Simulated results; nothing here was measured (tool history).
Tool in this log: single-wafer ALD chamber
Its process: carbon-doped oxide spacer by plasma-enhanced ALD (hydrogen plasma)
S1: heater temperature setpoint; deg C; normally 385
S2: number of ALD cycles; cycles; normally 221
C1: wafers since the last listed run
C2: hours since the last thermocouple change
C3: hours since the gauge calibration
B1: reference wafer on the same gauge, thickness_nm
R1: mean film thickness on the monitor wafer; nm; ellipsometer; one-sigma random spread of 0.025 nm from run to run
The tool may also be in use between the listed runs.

{"run": 1, "day": 0.0, "S1": 385, "S2": 221, "C1": 0, "C2": 28.5, "C3": 337.6, "B1": 8.078, "R1": 9.96}
{"run": 2, "day": 3.204, "S1": 388, "S2": 232, "C1": 153, "C2": 105.4, "C3": 414.5, "B1": 8.085, "R1": 10.479}
{"run": 3, "day": 7.175, "S1": 385, "S2": 221, "C1": 190, "C2": 200.7, "C3": 509.8, "B1": 8.084, "R1": 9.976}
{"run": 4, "day": 10.9, "S1": 394, "S2": 221, "C1": 178, "C2": 290.1, "C3": 599.2, "B1": 8.086, "R1": 9.959}
{"run": 5, "day": 14.004, "S1": 394, "S2": 221, "C1": 148, "C2": 364.6, "C3": 673.7, "B1": 8.073, "R1": 9.946}
{"run": 6, "day": 16.521, "S1": 394, "S2": 221, "C1": 120, "C2": 425.0, "C3": 734.1, "B1": 8.077, "R1": 9.967}
{"run": 7, "day": 19.929, "S1": 392, "S2": 221, "C1": 163, "C2": 506.8, "C3": 815.9, "B1": 8.084, "R1": 9.925}
{"run": 8, "day": 22.058, "S1": 392, "S2": 221, "C1": 101, "C2": 557.9, "C3": 867.0, "B1": 8.071, "R1": 9.945}
{"run": 9, "day": 23.788, "S1": 392, "S2": 221, "C1": 82, "C2": 599.4, "C3": 908.5, "B1": 8.082, "R1": 9.912}
{"run": 10, "day": 27.833, "S1": 385, "S2": 221, "C1": 193, "C2": 696.5, "C3": 1005.6, "B1": 8.081, "R1": 9.942}
{"run": 11, "day": 30.671, "S1": 385, "S2": 221, "C1": 135, "C2": 764.6, "C3": 1073.7, "B1": 8.084, "R1": 9.959}
{"run": 12, "day": 32.225, "S1": 385, "S2": 221, "C1": 74, "C2": 801.9, "C3": 1111.0, "B1": 8.09, "R1": 9.895}
{"run": 13, "day": 34.342, "S1": 385, "S2": 221, "C1": 101, "C2": 852.7, "C3": 1161.8, "B1": 8.081, "R1": 9.931}
{"run": 14, "day": 37.062, "S1": 391, "S2": 221, "C1": 130, "C2": 918.0, "C3": 1227.1, "B1": 8.078, "R1": 9.978}
{"run": 15, "day": 40.35, "S1": 391, "S2": 221, "C1": 157, "C2": 996.9, "C3": 1306.0, "B1": 8.084, "R1": 9.93}
{"run": 16, "day": 45.421, "S1": 385, "S2": 221, "C1": 242, "C2": 1118.6, "C3": 1427.7, "B1": 8.071, "R1": 9.96}
{"run": 17, "day": 47.504, "S1": 385, "S2": 221, "C1": 99, "C2": 1168.6, "C3": 1477.7, "B1": 8.081, "R1": 9.923}
{"day": 48.096, "done": "gauge calibrated"}
{"run": 18, "day": 50.962, "S1": 385, "S2": 235, "C1": 165, "C2": 1251.6, "C3": 68.8, "B1": 8.085, "R1": 10.55}
{"run": 19, "day": 54.454, "S1": 385, "S2": 235, "C1": 167, "C2": 1335.4, "C3": 152.6, "B1": 8.076, "R1": 10.573}
{"run": 20, "day": 57.704, "S1": 385, "S2": 221, "C1": 155, "C2": 1413.4, "C3": 230.6, "B1": 8.079, "R1": 9.945}
{"run": 21, "day": 62.179, "S1": 385, "S2": 221, "C1": 214, "C2": 1520.8, "C3": 338.0, "B1": 8.082, "R1": 9.933}
{"run": 22, "day": 64.133, "S1": 392, "S2": 221, "C1": 93, "C2": 1567.7, "C3": 384.9, "B1": 8.09, "R1": 9.92}
{"run": 23, "day": 66.775, "S1": 385, "S2": 238, "C1": 126, "C2": 1631.1, "C3": 448.3, "B1": 8.076, "R1": 10.71}
{"run": 24, "day": 69.421, "S1": 385, "S2": 246, "C1": 126, "C2": 1694.6, "C3": 511.8, "B1": 8.082, "R1": 11.041}
{"run": 25, "day": 73.912, "S1": 385, "S2": 247, "C1": 215, "C2": 1802.4, "C3": 619.6, "B1": 8.085, "R1": 11.064}
{"day": 75.308, "done": "thermocouple changed; heater temperature recalibrated"}
{"run": 26, "day": 78.038, "S1": 396, "S2": 183, "C1": 181, "C2": 65.5, "C3": 718.6, "B1": 8.079, "R1": 8.201}
{"run": 27, "day": 82.521, "S1": 385, "S2": 249, "C1": 214, "C2": 173.1, "C3": 826.2, "B1": 8.088, "R1": 11.168}
{"run": 28, "day": 86.492, "S1": 385, "S2": 221, "C1": 190, "C2": 268.4, "C3": 921.5, "B1": 8.076, "R1": 9.942}
{"run": 29, "day": 88.862, "S1": 396, "S2": 187, "C1": 113, "C2": 325.3, "C3": 978.4, "B1": 8.076, "R1": 8.425}
{"run": 30, "day": 92.1, "S1": 375, "S2": 235, "C1": 155, "C2": 403.0, "C3": 1056.1, "B1": 8.074, "R1": 10.601}
{"run": 31, "day": 93.883, "S1": 392, "S2": 221, "C1": 85, "C2": 445.8, "C3": 1098.9, "B1": 8.086, "R1": 9.928}
{"run": 32, "day": 95.654, "S1": 375, "S2": 238, "C1": 84, "C2": 488.3, "C3": 1141.4, "B1": 8.078, "R1": 10.697}
{"run": 33, "day": 97.6, "S1": 395, "S2": 241, "C1": 93, "C2": 535.0, "C3": 1188.1, "B1": 8.073, "R1": 10.858}
{"run": 34, "day": 99.479, "S1": 379, "S2": 249, "C1": 89, "C2": 580.1, "C3": 1233.2, "B1": 8.08, "R1": 11.238}
{"run": 35, "day": 103.138, "S1": 385, "S2": 221, "C1": 175, "C2": 667.9, "C3": 1321.0, "B1": 8.082, "R1": 9.944}
{"run": 36, "day": 105.567, "S1": 385, "S2": 221, "C1": 116, "C2": 726.2, "C3": 1379.3, "B1": 8.085, "R1": 9.987}
{"run": 37, "day": 108.838, "S1": 385, "S2": 197, "C1": 156, "C2": 804.7, "C3": 1457.8, "B1": 8.08, "R1": 8.856}
{"day": 108.938, "done": "gauge calibrated"}
{"run": 38, "day": 111.279, "S1": 385, "S2": 221, "C1": 116, "C2": 863.3, "C3": 56.2, "B1": 8.076, "R1": 9.922}
{"run": 39, "day": 114.821, "S1": 385, "S2": 221, "C1": 169, "C2": 948.3, "C3": 141.2, "B1": 8.082, "R1": 9.953}
{"run": 40, "day": 117.488, "S1": 385, "S2": 221, "C1": 127, "C2": 1012.3, "C3": 205.2, "B1": 8.088, "R1": 9.979}
{"run": 41, "day": 119.471, "S1": 381, "S2": 260, "C1": 94, "C2": 1059.9, "C3": 252.8, "B1": 8.073, "R1": 11.684}
{"run": 42, "day": 121.338, "S1": 396, "S2": 248, "C1": 89, "C2": 1104.7, "C3": 297.6, "B1": 8.087, "R1": 11.166}

5 options for the next run, each taken on its own from the tool as it stands now. Forecast them:
{"run": "A", "day": 121.367, "S1": 385, "S2": 195, "C1": 1, "C2": 1105.4, "C3": 298.3, "B1": "?", "R1": "?"}
{"run": "B", "day": 121.367, "S1": 400, "S2": 180, "C1": 1, "C2": 1105.4, "C3": 298.3, "B1": "?", "R1": "?"}
{"run": "C", "day": 121.367, "S1": 396, "S2": 259, "C1": 1, "C2": 1105.4, "C3": 298.3, "B1": "?", "R1": "?"}
{"run": "D", "day": 121.367, "S1": 376, "S2": 197, "C1": 1, "C2": 1105.4, "C3": 298.3, "B1": "?", "R1": "?"}
{"run": "E", "day": 121.367, "S1": 392, "S2": 179, "C1": 1, "C2": 1105.4, "C3": 298.3, "B1": "?", "R1": "?"}

run=A B1=8.076 R1=8.761
run=B B1=8.076 R1=8.036
run=C B1=8.076 R1=11.636
run=D B1=8.076 R1=8.851
run=E B1=8.076 R1=8.042
Without the tool's unlogged condition, the same runs would have read:
run=A R1=8.761
run=B R1=8.036
run=C R1=11.636
run=D R1=8.851
run=E R1=8.042
